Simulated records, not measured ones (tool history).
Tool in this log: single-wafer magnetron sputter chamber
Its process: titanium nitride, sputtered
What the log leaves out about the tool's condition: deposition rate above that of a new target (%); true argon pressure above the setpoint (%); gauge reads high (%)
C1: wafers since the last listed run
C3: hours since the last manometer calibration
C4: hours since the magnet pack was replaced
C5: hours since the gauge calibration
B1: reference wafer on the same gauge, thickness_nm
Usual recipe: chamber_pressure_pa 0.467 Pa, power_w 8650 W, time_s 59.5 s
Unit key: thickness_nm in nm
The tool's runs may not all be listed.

run 1 day=0 | chamber_pressure_pa=0.374 power_w=7950 time_s=59.5 | C1=0 wafers_on_the_sputter_target=3729 C3=2822.8 C4=4477.4 C5=108.6 | B1=84.482 | thickness_nm=74.992
run 2 day=1.221 | chamber_pressure_pa=0.467 power_w=8650 time_s=59.5 | C1=381 wafers_on_the_sputter_target=4111 C3=2852.1 C4=4506.7 C5=137.9 | B1=84.444 | thickness_nm=77.627
run 3 day=1.575 | chamber_pressure_pa=0.467 power_w=8650 time_s=59.5 | C1=110 wafers_on_the_sputter_target=4222 C3=2860.6 C4=4515.2 C5=146.4 | B1=84.589 | thickness_nm=77.183
run 4 day=2.117 | chamber_pressure_pa=0.467 power_w=8650 time_s=59.5 | C1=169 wafers_on_the_sputter_target=4391 C3=2873.6 C4=4528.2 C5=159.4 | B1=84.617 | thickness_nm=76.963
-- day=2.45 capacitance manometer re-zeroed and calibrated
run 5 day=2.471 | chamber_pressure_pa=0.467 power_w=8650 time_s=59.5 | C1=6 wafers_on_the_sputter_target=4397 C3=0.5 C4=4536.7 C5=167.9 | B1=84.549 | thickness_nm=76.926
run 6 day=3.133 | chamber_pressure_pa=0.467 power_w=8650 time_s=59.5 | C1=207 wafers_on_the_sputter_target=4604 C3=16.4 C4=4552.6 C5=183.8 | B1=84.543 | thickness_nm=76.827
-- day=4.188 magnet pack replaced
run 7 day=4.208 | chamber_pressure_pa=0.467 power_w=8650 time_s=59.5 | C1=231 wafers_on_the_sputter_target=4836 C3=42.2 C4=0.5 C5=209.6 | B1=84.481 | thickness_nm=75.399
run 8 day=4.329 | chamber_pressure_pa=0.634 power_w=8650 time_s=59.5 | C1=37 wafers_on_the_sputter_target=4874 C3=45.1 C4=3.4 C5=212.5 | B1=84.502 | thickness_nm=70.929
-- day=4.592 gauge calibrated
run 9 day=4.796 | chamber_pressure_pa=0.372 power_w=9550 time_s=59.5 | C1=145 wafers_on_the_sputter_target=5020 C3=56.3 C4=14.6 C5=4.9 | B1=84.495 | thickness_nm=87.491
run 10 day=5.183 | chamber_pressure_pa=0.617 power_w=7350 time_s=67.5 | C1=121 wafers_on_the_sputter_target=5141 C3=65.6 C4=23.9 C5=14.2 | B1=84.505 | thickness_nm=68.027
-- day=5.95 sputter target and shields replaced
run 11 day=5.971 | chamber_pressure_pa=0.6 power_w=9400 time_s=56.5 | C1=141 wafers_on_the_sputter_target=6 C3=84.5 C4=42.8 C5=33.1 | B1=84.56 | thickness_nm=80.783
run 12 day=6.175 | chamber_pressure_pa=0.467 power_w=8650 time_s=65.2 | C1=63 wafers_on_the_sputter_target=69 C3=89.4 C4=47.7 C5=38 | B1=84.581 | thickness_nm=91.334
run 13 day=6.633 | chamber_pressure_pa=0.297 power_w=7200 time_s=50.8 | C1=143 wafers_on_the_sputter_target=213 C3=100.4 C4=58.7 C5=49 | B1=84.416 | thickness_nm=63.294
run 14 day=7.342 | chamber_pressure_pa=0.467 power_w=8650 time_s=69.9 | C1=221 wafers_on_the_sputter_target=434 C3=117.4 C4=75.7 C5=66 | B1=84.498 | thickness_nm=97.183
run 15 day=7.946 | chamber_pressure_pa=0.467 power_w=8650 time_s=59.5 | C1=188 wafers_on_the_sputter_target=623 C3=131.9 C4=90.2 C5=80.5 | B1=84.462 | thickness_nm=82.857

5 ways to go on from here, each from the tool as it stands after run 15. What would each give?
run A day=7.962 | chamber_pressure_pa=0.467 power_w=8650 time_s=54.1 | C1=5 wafers_on_the_sputter_target=628 C3=132.3 C4=90.6 C5=80.9 | B1=? | thickness_nm=?
run B day=7.962 | chamber_pressure_pa=0.39 power_w=8650 time_s=66.4 | C1=5 wafers_on_the_sputter_target=628 C3=132.3 C4=90.6 C5=80.9 | B1=? | thickness_nm=?
run C day=7.962 | chamber_pressure_pa=0.612 power_w=8650 time_s=55.2 | C1=5 wafers_on_the_sputter_target=628 C3=132.3 C4=90.6 C5=80.9 | B1=? | thickness_nm=?
run D day=7.962 | chamber_pressure_pa=0.572 power_w=10200 time_s=55.2 | C1=5 wafers_on_the_sputter_target=628 C3=132.3 C4=90.6 C5=80.9 | B1=? | thickness_nm=?
run E day=7.962 | chamber_pressure_pa=0.565 power_w=9400 time_s=54.1 | C1=5 wafers_on_the_sputter_target=628 C3=132.3 C4=90.6 C5=80.9 | B1=? | thickness_nm=?

run=A B1=84.49 thickness_nm=74.873
run=B B1=84.49 thickness_nm=94.814
run=C B1=84.49 thickness_nm=72.099
run=D B1=84.49 thickness_nm=86.376
run=E B1=84.49 thickness_nm=78.232
Without the tool's hidden state the same runs would have given:
run=A thickness_nm=75.74
run=B thickness_nm=95.911
run=C thickness_nm=72.933
run=D thickness_nm=87.375
run=E thickness_nm=79.138
